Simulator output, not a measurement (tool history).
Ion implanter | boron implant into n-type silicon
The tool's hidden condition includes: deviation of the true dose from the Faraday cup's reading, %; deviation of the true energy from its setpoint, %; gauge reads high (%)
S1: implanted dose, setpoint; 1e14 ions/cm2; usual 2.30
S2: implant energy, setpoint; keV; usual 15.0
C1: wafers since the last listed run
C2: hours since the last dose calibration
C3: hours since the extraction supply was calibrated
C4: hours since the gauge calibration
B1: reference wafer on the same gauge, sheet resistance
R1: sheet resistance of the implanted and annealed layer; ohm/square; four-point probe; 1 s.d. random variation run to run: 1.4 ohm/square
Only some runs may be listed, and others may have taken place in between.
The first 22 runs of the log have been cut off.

{"run": 23, "hour": 1689.5, "S1": 2.83, "S2": 15.0, "C1": 724, "C2": 325.9, "C3": 2224.5, "C4": 986.3, "B1": 403.1, "R1": 404.87}
{"hour": 1766.1, "done": "extraction supply calibrated"}
{"run": 24, "hour": 1766.6, "S1": 2.3, "S2": 15.0, "C1": 918, "C2": 403.0, "C3": 0.5, "C4": 1063.4, "B1": 402.65, "R1": 475.43}
{"run": 25, "hour": 1842.2, "S1": 2.3, "S2": 15.0, "C1": 1005, "C2": 478.6, "C3": 76.1, "C4": 1139.0, "B1": 402.96, "R1": 476.08}
{"run": 26, "hour": 1942.5, "S1": 2.3, "S2": 17.0, "C1": 1333, "C2": 578.9, "C3": 176.4, "C4": 1239.3, "B1": 402.8, "R1": 468.82}
{"run": 27, "hour": 2031.7, "S1": 2.3, "S2": 15.0, "C1": 1186, "C2": 668.1, "C3": 265.6, "C4": 1328.5, "B1": 402.83, "R1": 474.5}
{"run": 28, "hour": 2093.2, "S1": 2.53, "S2": 10.0, "C1": 817, "C2": 729.6, "C3": 327.1, "C4": 1390.0, "B1": 403.06, "R1": 461.01}
{"run": 29, "hour": 2168.8, "S1": 2.3, "S2": 15.0, "C1": 1005, "C2": 805.2, "C3": 402.7, "C4": 1465.6, "B1": 402.64, "R1": 472.77}
{"run": 30, "hour": 2207.3, "S1": 2.63, "S2": 10.5, "C1": 511, "C2": 843.7, "C3": 441.2, "C4": 1504.1, "B1": 402.85, "R1": 442.21}
{"run": 31, "hour": 2290.2, "S1": 2.3, "S2": 12.0, "C1": 1102, "C2": 926.6, "C3": 524.1, "C4": 1587.0, "B1": 402.97, "R1": 485.56}
{"run": 32, "hour": 2360.0, "S1": 2.3, "S2": 15.0, "C1": 928, "C2": 996.4, "C3": 593.9, "C4": 1656.8, "B1": 402.92, "R1": 473.15}
{"run": 33, "hour": 2411.5, "S1": 2.3, "S2": 19.0, "C1": 684, "C2": 1047.9, "C3": 645.4, "C4": 1708.3, "B1": 403.49, "R1": 461.29}
{"run": 34, "hour": 2483.7, "S1": 1.71, "S2": 10.0, "C1": 959, "C2": 1120.1, "C3": 717.6, "C4": 1780.5, "B1": 403.06, "R1": 631.77}
{"run": 35, "hour": 2530.7, "S1": 2.3, "S2": 15.0, "C1": 624, "C2": 1167.1, "C3": 764.6, "C4": 1827.5, "B1": 403.48, "R1": 470.24}
{"run": 36, "hour": 2568.9, "S1": 2.85, "S2": 18.0, "C1": 507, "C2": 1205.3, "C3": 802.8, "C4": 1865.7, "B1": 403.02, "R1": 387.41}

Consider 5 possible next runs. They are alternatives, not a sequence: every one starts from the tool as it was left by run 36. What does each give?
{"run": "A", "hour": 2569.3, "S1": 2.54, "S2": 15.0, "C1": 5, "C2": 1205.7, "C3": 803.2, "C4": 1866.1, "B1": "?", "R1": "?"}
{"run": "B", "hour": 2569.3, "S1": 2.6, "S2": 18.0, "C1": 5, "C2": 1205.7, "C3": 803.2, "C4": 1866.1, "B1": "?", "R1": "?"}
{"run": "C", "hour": 2569.3, "S1": 2.3, "S2": 11.5, "C1": 5, "C2": 1205.7, "C3": 803.2, "C4": 1866.1, "B1": "?", "R1": "?"}
{"run": "D", "hour": 2569.3, "S1": 2.66, "S2": 11.0, "C1": 5, "C2": 1205.7, "C3": 803.2, "C4": 1866.1, "B1": "?", "R1": "?"}
{"run": "E", "hour": 2569.3, "S1": 2.95, "S2": 13.0, "C1": 5, "C2": 1205.7, "C3": 803.2, "C4": 1866.1, "B1": "?", "R1": "?"}

run=A B1=402.75 R1=433.37
run=B B1=402.75 R1=417.01
run=C B1=402.75 R1=484.68
run=D B1=402.75 R1=432.58
run=E B1=402.75 R1=389.99
The same runs, with their run-to-run variation unchanged, on a tool lacking any hidden condition would have given:
run=A R1=441.63
run=B R1=424.85
run=C R1=494.02
run=D R1=441.00
run=E R1=397.52
